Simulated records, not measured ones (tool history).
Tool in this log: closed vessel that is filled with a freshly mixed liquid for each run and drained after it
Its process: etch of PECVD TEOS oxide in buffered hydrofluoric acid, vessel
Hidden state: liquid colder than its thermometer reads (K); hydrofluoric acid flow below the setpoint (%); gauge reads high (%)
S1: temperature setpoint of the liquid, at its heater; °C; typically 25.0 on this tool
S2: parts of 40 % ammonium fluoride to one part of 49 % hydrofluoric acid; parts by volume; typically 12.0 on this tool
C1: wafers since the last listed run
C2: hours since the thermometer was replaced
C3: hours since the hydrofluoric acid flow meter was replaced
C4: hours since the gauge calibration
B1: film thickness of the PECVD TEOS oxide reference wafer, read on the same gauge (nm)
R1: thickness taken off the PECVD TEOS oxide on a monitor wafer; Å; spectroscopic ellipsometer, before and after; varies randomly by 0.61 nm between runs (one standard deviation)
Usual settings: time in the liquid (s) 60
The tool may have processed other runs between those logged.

run 1 hour=0.0 | S1=25.0 S2=12.0 time_in_the_liquid_(s)=60 | C1=0 C2=138.2 C3=1694.4 C4=1734.6 | B1=109.98 | R1=812.5
run 2 hour=85.0 | S1=25.0 S2=12.0 time_in_the_liquid_(s)=60 | C1=9678 C2=223.2 C3=1779.4 C4=1819.6 | B1=110.01 | R1=824.3
-- hour=127.8 hydrofluoric acid flow meter replaced
run 3 hour=140.1 | S1=25.0 S2=12.0 time_in_the_liquid_(s)=60 | C1=6160 C2=278.3 C3=12.3 C4=1874.7 | B1=110.01 | R1=869.4
run 4 hour=224.2 | S1=25.0 S2=12.0 time_in_the_liquid_(s)=60 | C1=9576 C2=362.4 C3=96.4 C4=1958.8 | B1=109.98 | R1=864.7
run 5 hour=303.2 | S1=25.0 S2=12.0 time_in_the_liquid_(s)=45 | C1=8995 C2=441.4 C3=175.4 C4=2037.8 | B1=110.00 | R1=647.3
run 6 hour=358.4 | S1=25.0 S2=9.5 time_in_the_liquid_(s)=60 | C1=6285 C2=496.6 C3=230.6 C4=2093.0 | B1=109.98 | R1=1057.8
run 7 hour=401.9 | S1=25.0 S2=9.5 time_in_the_liquid_(s)=60 | C1=4953 C2=540.1 C3=274.1 C4=2136.5 | B1=110.02 | R1=1071.1
run 8 hour=506.3 | S1=25.0 S2=12.0 time_in_the_liquid_(s)=50 | C1=11888 C2=644.5 C3=378.5 C4=2240.9 | B1=110.00 | R1=714.5
run 9 hour=567.3 | S1=25.0 S2=12.0 time_in_the_liquid_(s)=50 | C1=6946 C2=705.5 C3=439.5 C4=2301.9 | B1=109.99 | R1=707.0
run 10 hour=658.3 | S1=27.5 S2=12.0 time_in_the_liquid_(s)=60 | C1=10362 C2=796.5 C3=530.5 C4=2392.9 | B1=109.99 | R1=974.4
run 11 hour=734.4 | S1=25.0 S2=14.5 time_in_the_liquid_(s)=30 | C1=8665 C2=872.6 C3=606.6 C4=2469.0 | B1=110.00 | R1=347.5
run 12 hour=788.5 | S1=27.5 S2=12.0 time_in_the_liquid_(s)=60 | C1=6160 C2=926.7 C3=660.7 C4=2523.1 | B1=109.99 | R1=959.9
run 13 hour=896.0 | S1=25.0 S2=16.0 time_in_the_liquid_(s)=60 | C1=12241 C2=1034.2 C3=768.2 C4=2630.6 | B1=110.00 | R1=638.6
run 14 hour=970.7 | S1=25.0 S2=10.0 time_in_the_liquid_(s)=45 | C1=8506 C2=1108.9 C3=842.9 C4=2705.3 | B1=110.00 | R1=748.3
run 15 hour=1009.6 | S1=25.0 S2=12.0 time_in_the_liquid_(s)=75 | C1=4429 C2=1147.8 C3=881.8 C4=2744.2 | B1=109.99 | R1=1029.6
-- hour=1063.2 gauge calibrated
-- hour=1076.6 thermometer replaced
run 16 hour=1210.1 | S1=25.0 S2=14.5 time_in_the_liquid_(s)=30 | C1=22717 C2=133.5 C3=1082.3 C4=146.9 | B1=110.03 | R1=352.9
run 17 hour=1253.7 | S1=25.0 S2=12.0 time_in_the_liquid_(s)=60 | C1=4964 C2=177.1 C3=1125.9 C4=190.5 | B1=110.00 | R1=847.3
run 18 hour=1338.8 | S1=25.0 S2=13.5 time_in_the_liquid_(s)=90 | C1=9690 C2=262.2 C3=1211.0 C4=275.6 | B1=110.00 | R1=1112.3
run 19 hour=1419.9 | S1=25.0 S2=14.0 time_in_the_liquid_(s)=35 | C1=9234 C2=343.3 C3=1292.1 C4=356.7 | B1=110.01 | R1=417.2
run 20 hour=1486.2 | S1=25.0 S2=12.0 time_in_the_liquid_(s)=85 | C1=7549 C2=409.6 C3=1358.4 C4=423.0 | B1=109.98 | R1=1161.2
run 21 hour=1554.3 | S1=27.0 S2=12.0 time_in_the_liquid_(s)=85 | C1=7754 C2=477.7 C3=1426.5 C4=491.1 | B1=110.01 | R1=1305.3
run 22 hour=1610.0 | S1=26.5 S2=15.5 time_in_the_liquid_(s)=60 | C1=6342 C2=533.4 C3=1482.2 C4=546.8 | B1=110.00 | R1=697.1
run 23 hour=1691.0 | S1=30.0 S2=12.0 time_in_the_liquid_(s)=70 | C1=9223 C2=614.4 C3=1563.2 C4=627.8 | B1=109.98 | R1=1237.6
run 24 hour=1752.5 | S1=25.0 S2=12.0 time_in_the_liquid_(s)=80 | C1=7003 C2=675.9 C3=1624.7 C4=689.3 | B1=110.01 | R1=1089.8
-- hour=1762.1 hydrofluoric acid flow meter replaced
run 25 hour=1817.8 | S1=25.0 S2=9.0 time_in_the_liquid_(s)=30 | C1=7321 C2=741.2 C3=55.7 C4=754.6 | B1=110.03 | R1=546.1
run 26 hour=1906.8 | S1=25.0 S2=8.0 time_in_the_liquid_(s)=95 | C1=10134 C2=830.2 C3=144.7 C4=843.6 | B1=109.97 | R1=1941.1
run 27 hour=1950.3 | S1=25.0 S2=10.5 time_in_the_liquid_(s)=75 | C1=4953 C2=873.7 C3=188.2 C4=887.1 | B1=109.98 | R1=1202.0
run 28 hour=2009.5 | S1=25.0 S2=12.0 time_in_the_liquid_(s)=30 | C1=6741 C2=932.9 C3=247.4 C4=946.3 | B1=109.99 | R1=417.4
run 29 hour=2111.0 | S1=20.5 S2=16.5 time_in_the_liquid_(s)=95 | C1=11557 C2=1034.4 C3=348.9 C4=1047.8 | B1=110.00 | R1=759.6
run 30 hour=2163.5 | S1=30.0 S2=10.5 time_in_the_liquid_(s)=80 | C1=5978 C2=1086.9 C3=401.4 C4=1100.3 | B1=109.99 | R1=1647.9
run 31 hour=2257.5 | S1=25.0 S2=12.0 time_in_the_liquid_(s)=80 | C1=10703 C2=1180.9 C3=495.4 C4=1194.3 | B1=109.98 | R1=1115.1
run 32 hour=2307.5 | S1=29.0 S2=16.5 time_in_the_liquid_(s)=70 | C1=5693 C2=1230.9 C3=545.4 C4=1244.3 | B1=110.00 | R1=869.5

Predict each of these 5 candidate next runs independently; none follows another, all start after run 32:
run A hour=2308.2 | S1=25.0 S2=12.0 time_in_the_liquid_(s)=35 | C1=79 C2=1231.6 C3=546.1 C4=1245.0 | B1=? | R1=?
run B hour=2308.2 | S1=23.0 S2=12.0 time_in_the_liquid_(s)=60 | C1=79 C2=1231.6 C3=546.1 C4=1245.0 | B1=? | R1=?
run C hour=2308.2 | S1=28.5 S2=13.5 time_in_the_liquid_(s)=90 | C1=79 C2=1231.6 C3=546.1 C4=1245.0 | B1=? | R1=?
run D hour=2308.2 | S1=25.0 S2=10.0 time_in_the_liquid_(s)=60 | C1=79 C2=1231.6 C3=546.1 C4=1245.0 | B1=? | R1=?
run E hour=2308.2 | S1=25.0 S2=7.0 time_in_the_liquid_(s)=60 | C1=79 C2=1231.6 C3=546.1 C4=1245.0 | B1=? | R1=?

run=A B1=110.03 R1=478.2
run=B B1=110.03 R1=734.6
run=C B1=110.03 R1=1323.2
run=D B1=110.03 R1=979.2
run=E B1=110.03 R1=1370.0
The same runs, with their run-to-run variation unchanged, on a tool lacking any hidden condition would have given:
run=A R1=510.8
run=B R1=785.2
run=C R1=1412.2
run=D R1=1046.0
run=E R1=1466.9
